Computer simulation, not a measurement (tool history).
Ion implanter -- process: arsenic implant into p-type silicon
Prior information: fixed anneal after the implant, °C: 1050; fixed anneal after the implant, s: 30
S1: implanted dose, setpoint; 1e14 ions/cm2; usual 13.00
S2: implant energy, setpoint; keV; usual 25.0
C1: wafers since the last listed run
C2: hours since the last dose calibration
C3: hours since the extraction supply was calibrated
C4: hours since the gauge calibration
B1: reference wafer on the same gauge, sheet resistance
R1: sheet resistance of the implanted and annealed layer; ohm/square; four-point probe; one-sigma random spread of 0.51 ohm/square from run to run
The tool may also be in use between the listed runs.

run	hour	S1	S2	C1	C2	C3	C4	B1	R1
1	0.0	13.00	18.5	0	996.3	1630.9	1637.5	87.43	98.43
2	29.4	13.00	18.5	766	1025.7	1660.3	1666.9	87.53	97.74
# hour 38.9: Faraday cup replaced and dose calibrated
3	76.1	14.02	25.0	1009	37.2	1707.0	1713.6	87.44	93.20
4	141.1	13.00	25.0	1695	102.2	1772.0	1778.6	87.62	97.36
5	167.3	13.00	29.0	683	128.4	1798.2	1804.8	87.59	95.66
6	217.5	13.00	28.0	1309	178.6	1848.4	1855.0	87.58	94.98
7	285.4	13.00	25.0	1770	246.5	1916.3	1922.9	87.58	96.45
8	427.3	13.00	25.0	3700	388.4	2058.2	2064.8	87.57	96.13
9	452.5	13.00	25.0	657	413.6	2083.4	2090.0	87.53	96.17
10	486.3	11.27	25.0	881	447.4	2117.2	2123.8	87.44	106.54
# hour 546.3: gauge calibrated
11	554.6	11.27	25.0	1781	515.7	2185.5	8.3	87.46	104.74
12	581.2	14.48	22.5	693	542.3	2212.1	34.9	87.56	90.65
13	614.3	13.00	30.5	863	575.4	2245.2	68.0	87.43	92.99
# hour 679.5: extraction supply calibrated
14	710.2	13.00	30.5	2292	671.3	30.7	163.9	87.59	93.62
15	752.1	13.00	30.5	1092	713.2	72.6	205.8	87.45	93.33
16	796.3	13.00	25.0	1152	757.4	116.8	250.0	87.37	95.99
17	864.1	13.00	25.0	1768	825.2	184.6	317.8	87.49	95.10
18	908.8	15.98	25.0	1165	869.9	229.3	362.5	87.40	84.61
19	955.0	15.84	25.0	1204	916.1	275.5	408.7	87.56	85.19
# hour 1007.6: Faraday cup replaced and dose calibrated
20	1008.1	13.00	33.5	1176	0.5	328.6	461.8	87.52	95.20
21	1053.1	13.00	16.5	1173	45.5	373.6	506.8	87.65	101.17
22	1110.8	13.00	25.0	1504	103.2	431.3	564.5	87.45	96.89
23	1154.8	11.31	32.5	1147	147.2	475.3	608.5	87.50	102.26
24	1292.7	13.00	31.0	3596	285.1	613.2	746.4	87.34	92.93
25	1318.8	11.48	28.0	680	311.2	639.3	772.5	87.54	103.56
26	1346.2	10.01	25.0	714	338.6	666.7	799.9	87.46	114.03
27	1402.9	9.88	30.5	1478	395.3	723.4	856.6	87.49	112.35
28	1613.1	15.82	32.0	5482	605.5	933.6	1066.8	87.38	82.99
29	1675.0	11.96	19.0	1614	667.4	995.5	1128.7	87.55	102.76
30	1728.9	13.00	25.0	1405	721.3	1049.4	1182.6	87.44	95.01
31	1778.9	11.27	25.0	1304	771.3	1099.4	1232.6	87.41	104.60
32	1829.9	14.03	28.5	1330	822.3	1150.4	1283.6	87.61	88.72
33	1891.1	13.00	28.0	1596	883.5	1211.6	1344.8	87.48	92.88
34	1918.8	9.88	30.5	722	911.2	1239.3	1372.5	87.67	112.90
35	1956.7	14.08	30.0	988	949.1	1277.2	1410.4	87.47	87.90
36	1993.3	11.91	18.0	954	985.7	1313.8	1447.0	87.53	103.52
37	2040.7	9.71	18.0	1236	1033.1	1361.2	1494.4	87.45	118.18
38	2092.5	15.68	29.5	1351	1084.9	1413.0	1546.2	87.50	82.88

Hidden state at the last listed run before each entry between runs and at the first one after, where it differs:
Runs 2 to 3: Faraday cup replaced and dose calibrated (hour 38.9)
  deviation of the true dose from the Faraday cup's reading, %: 4.51 -> -0.0181
  what was measured, less what the result would be without the hidden state, R1: -2.65 -> +0.01 ohm/square
Runs 10 to 11: gauge calibrated (hour 546.3)
  deviation of the true dose from the Faraday cup's reading, %: 3.05 -> 3.29
  what was measured, less what the result would be without the hidden state, R1: -2.18 -> -2.31 ohm/square
Runs 13 to 14: extraction supply calibrated (hour 679.5)
  deviation of the true dose from the Faraday cup's reading, %: 3.47 -> 3.7
  what was measured, less what the result would be without the hidden state, R1: -2.07 -> -2.23 ohm/square
Runs 19 to 20: Faraday cup replaced and dose calibrated (hour 1007.6)
  deviation of the true dose from the Faraday cup's reading, %: 4.06 -> -0.108
  what was measured, less what the result would be without the hidden state, R1: -1.94 -> +0.07 ohm/square
